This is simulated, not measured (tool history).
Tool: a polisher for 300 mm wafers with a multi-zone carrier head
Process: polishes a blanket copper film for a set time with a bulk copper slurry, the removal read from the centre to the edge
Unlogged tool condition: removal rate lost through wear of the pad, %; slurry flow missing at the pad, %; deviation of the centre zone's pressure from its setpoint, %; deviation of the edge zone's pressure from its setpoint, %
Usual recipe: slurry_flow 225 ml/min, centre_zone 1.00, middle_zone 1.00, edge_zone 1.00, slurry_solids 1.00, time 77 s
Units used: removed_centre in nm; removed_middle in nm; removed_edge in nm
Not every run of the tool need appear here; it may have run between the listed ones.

run,hour,slurry_flow,centre_zone,middle_zone,edge_zone,slurry_solids,time,wafers since the last listed run,wafers polished on this pad,hours since the slurry nozzle was cleaned,hours since the centre zone pressure was calibrated,hours since the edge zone pressure was calibrated,hours since the carrier head's membrane was replaced,"incoming thickness of the incoming film, nm",removed_centre,removed_middle,removed_edge
1,0.0,225,1.00,0.93,0.95,1.00,77,0,107,151.0,853.3,767.6,1346.7,2452.6,518.6,491.0,478.0
2,10.7,225,1.00,0.93,0.95,1.00,77,89,196,161.7,864.0,778.3,1357.4,2413.9,501.3,484.1,487.2
3,21.4,225,1.00,0.93,0.95,1.00,77,89,286,172.4,874.7,789.0,1368.1,2403.0,517.1,485.8,502.2
4,32.6,225,1.00,1.00,1.03,1.00,77,93,379,183.6,885.9,800.2,1379.3,2479.0,513.7,508.1,510.2
5,49.6,225,1.00,1.00,1.03,1.00,77,141,521,200.6,902.9,817.2,1396.3,2405.6,499.7,509.4,514.2
6,67.5,225,1.00,1.00,1.03,1.00,77,149,671,218.5,920.8,835.1,1414.2,2469.2,520.7,518.9,493.7
# hour 75.1: centre zone pressure recalibrated
7,75.8,225,1.00,1.00,1.00,1.00,64,52,723,226.8,0.7,843.4,1422.5,2403.6,425.8,422.3,408.6
# hour 92.2: worn pad replaced by a new one
8,93.4,225,1.00,1.00,1.00,1.00,64,113,9,244.4,18.3,861.0,1440.1,2406.8,428.6,421.7,422.4
9,100.2,225,0.89,1.07,1.00,1.00,54,56,66,251.2,25.1,867.8,1446.9,2416.2,318.5,371.3,350.6
# hour 103.2: edge zone pressure recalibrated
# hour 119.9: carrier head's membrane replaced by a new one
10,120.4,225,1.00,1.00,1.00,0.85,77,110,176,271.4,45.3,17.2,0.5,2427.0,489.6,497.0,480.2

Predict the results of run 11:
# hour 134.3: slurry nozzle cleaned
11,147.2,225,1.12,1.00,1.06,1.00,77,215,392,12.9,72.1,44.0,27.3,2461.5,?,?,?

removed_centre: 539.8 nm
removed_middle: 479.8 nm
removed_edge: 484.6 nm
On a tool with no hidden condition, and with the same random variation, this run would have come out at removed_centre 612.8 nm, removed_middle 537.2 nm, removed_edge 526.0 nm.
